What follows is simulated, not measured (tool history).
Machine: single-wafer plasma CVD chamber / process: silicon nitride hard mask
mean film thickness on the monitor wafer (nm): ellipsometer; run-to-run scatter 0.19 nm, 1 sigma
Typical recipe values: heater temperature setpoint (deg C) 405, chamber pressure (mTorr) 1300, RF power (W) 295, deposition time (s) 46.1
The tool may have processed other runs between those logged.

| run | hour | heater temperature setpoint (deg C) | chamber pressure (mTorr) | RF power (W) | deposition time (s) | wafers since the last listed run | hours since the last thermocouple change | hours since the last RF generator calibration | hours since the last manometer calibration | hours since the showerhead was replaced | hours since the gauge calibration | read-back reference wafer on the same gauge, thickness_nm | mean film thickness on the monitor wafer (nm) |
|---|---|---|---|---|---|---|---|---|---|---|---|---|---|
| 1 | 0.0 | 405 | 1300 | 295 | 46.1 | 0 | 2870.2 | 1288.8 | 1301.2 | 3040.5 | 116.7 | 48.450 | 53.819 |
| 2 | 7.8 | 405 | 1300 | 295 | 46.1 | 81 | 2878.0 | 1296.6 | 1309.0 | 3048.3 | 124.5 | 48.463 | 54.373 |
| 3 | 19.3 | 405 | 1300 | 295 | 46.1 | 119 | 2889.5 | 1308.1 | 1320.5 | 3059.8 | 136.0 | 48.507 | 54.128 |
| 4 | 32.2 | 405 | 1300 | 295 | 46.1 | 134 | 2902.4 | 1321.0 | 1333.4 | 3072.7 | 148.9 | 48.421 | 54.304 |
| 5 | 41.8 | 405 | 1300 | 295 | 46.1 | 100 | 2912.0 | 1330.6 | 1343.0 | 3082.3 | 158.5 | 48.449 | 54.088 |
|  | 56.4 | showerhead replaced |
|  | 66.2 | RF generator calibrated |
| 6 | 66.7 | 405 | 1300 | 340 | 51.2 | 92 | 2936.9 | 0.5 | 1367.9 | 10.3 | 183.4 | 48.535 | 63.992 |
| 7 | 67.1 | 405 | 1300 | 295 | 46.1 | 4 | 2937.3 | 0.9 | 1368.3 | 10.7 | 183.8 | 48.505 | 54.203 |
| 8 | 79.7 | 405 | 1550 | 295 | 49.9 | 131 | 2949.9 | 13.5 | 1380.9 | 23.3 | 196.4 | 48.465 | 61.827 |
| 9 | 86.0 | 405 | 1550 | 295 | 49.9 | 65 | 2956.2 | 19.8 | 1387.2 | 29.6 | 202.7 | 48.565 | 61.509 |
| 10 | 96.1 | 419 | 1300 | 295 | 40.9 | 105 | 2966.3 | 29.9 | 1397.3 | 39.7 | 212.8 | 48.462 | 47.589 |
| 11 | 103.4 | 398 | 1300 | 255 | 49.4 | 76 | 2973.6 | 37.2 | 1404.6 | 47.0 | 220.1 | 48.585 | 54.584 |
| 12 | 115.7 | 398 | 1300 | 330 | 46.1 | 128 | 2985.9 | 49.5 | 1416.9 | 59.3 | 232.4 | 48.490 | 57.045 |
| 13 | 124.3 | 405 | 1300 | 330 | 46.1 | 89 | 2994.5 | 58.1 | 1425.5 | 67.9 | 241.0 | 48.433 | 57.050 |
|  | 142.3 | gauge calibrated |
|  | 145.4 | capacitance manometer re-zeroed and calibrated |
|  | 146.7 | thermocouple changed; heater temperature recalibrated |
| 14 | 147.2 | 411 | 1300 | 295 | 46.1 | 141 | 0.5 | 81.0 | 1.8 | 90.8 | 4.9 | 48.533 | 54.164 |
| 15 | 175.6 | 405 | 1140 | 295 | 51.3 | 296 | 28.9 | 109.4 | 30.2 | 119.2 | 33.3 | 48.536 | 57.833 |
| 16 | 181.7 | 405 | 1300 | 295 | 46.1 | 63 | 35.0 | 115.5 | 36.3 | 125.3 | 39.4 | 48.529 | 53.779 |
| 17 | 188.1 | 401 | 1520 | 345 | 39.3 | 66 | 41.4 | 121.9 | 42.7 | 131.7 | 45.8 | 48.433 | 51.952 |
| 18 | 197.5 | 391 | 1300 | 345 | 50.1 | 98 | 50.8 | 131.3 | 52.1 | 141.1 | 55.2 | 48.513 | 63.502 |
| 19 | 210.3 | 419 | 1450 | 325 | 53.2 | 133 | 63.6 | 144.1 | 64.9 | 153.9 | 68.0 | 48.509 | 66.885 |
| 20 | 217.0 | 394 | 1300 | 345 | 39.2 | 69 | 70.3 | 150.8 | 71.6 | 160.6 | 74.7 | 48.531 | 49.846 |
| 21 | 224.5 | 405 | 1300 | 295 | 46.1 | 78 | 77.8 | 158.3 | 79.1 | 168.1 | 82.2 | 48.483 | 53.978 |
| 22 | 240.2 | 405 | 1300 | 295 | 46.1 | 163 | 93.5 | 174.0 | 94.8 | 183.8 | 97.9 | 48.460 | 54.000 |
| 23 | 250.3 | 400 | 1010 | 295 | 46.1 | 105 | 103.6 | 184.1 | 104.9 | 193.9 | 108.0 | 48.544 | 50.063 |
| 24 | 267.9 | 410 | 1090 | 325 | 46.1 | 183 | 121.2 | 201.7 | 122.5 | 211.5 | 125.6 | 48.476 | 53.383 |
| 25 | 284.1 | 405 | 1300 | 295 | 46.1 | 168 | 137.4 | 217.9 | 138.7 | 227.7 | 141.8 | 48.457 | 54.301 |
| 26 | 299.9 | 415 | 1130 | 315 | 46.1 | 164 | 153.2 | 233.7 | 154.5 | 243.5 | 157.6 | 48.452 | 52.980 |
| 27 | 306.8 | 405 | 1300 | 295 | 46.1 | 71 | 160.1 | 240.6 | 161.4 | 250.4 | 164.5 | 48.417 | 53.738 |
| 28 | 321.5 | 392 | 1300 | 250 | 38.8 | 153 | 174.8 | 255.3 | 176.1 | 265.1 | 179.2 | 48.537 | 42.584 |

Entry by entry between the runs, the difference in hidden state between the last listed run before and the first listed run after:
After run 5, before run 6: showerhead replaced (hour 56.4); RF generator calibrated (hour 66.2)
  the hidden state is the same at both runs
After run 13, before run 14: gauge calibrated (hour 142.3); capacitance manometer re-zeroed and calibrated (hour 145.4); thermocouple changed; heater temperature recalibrated (hour 146.7)
  the hidden state is the same at both runs

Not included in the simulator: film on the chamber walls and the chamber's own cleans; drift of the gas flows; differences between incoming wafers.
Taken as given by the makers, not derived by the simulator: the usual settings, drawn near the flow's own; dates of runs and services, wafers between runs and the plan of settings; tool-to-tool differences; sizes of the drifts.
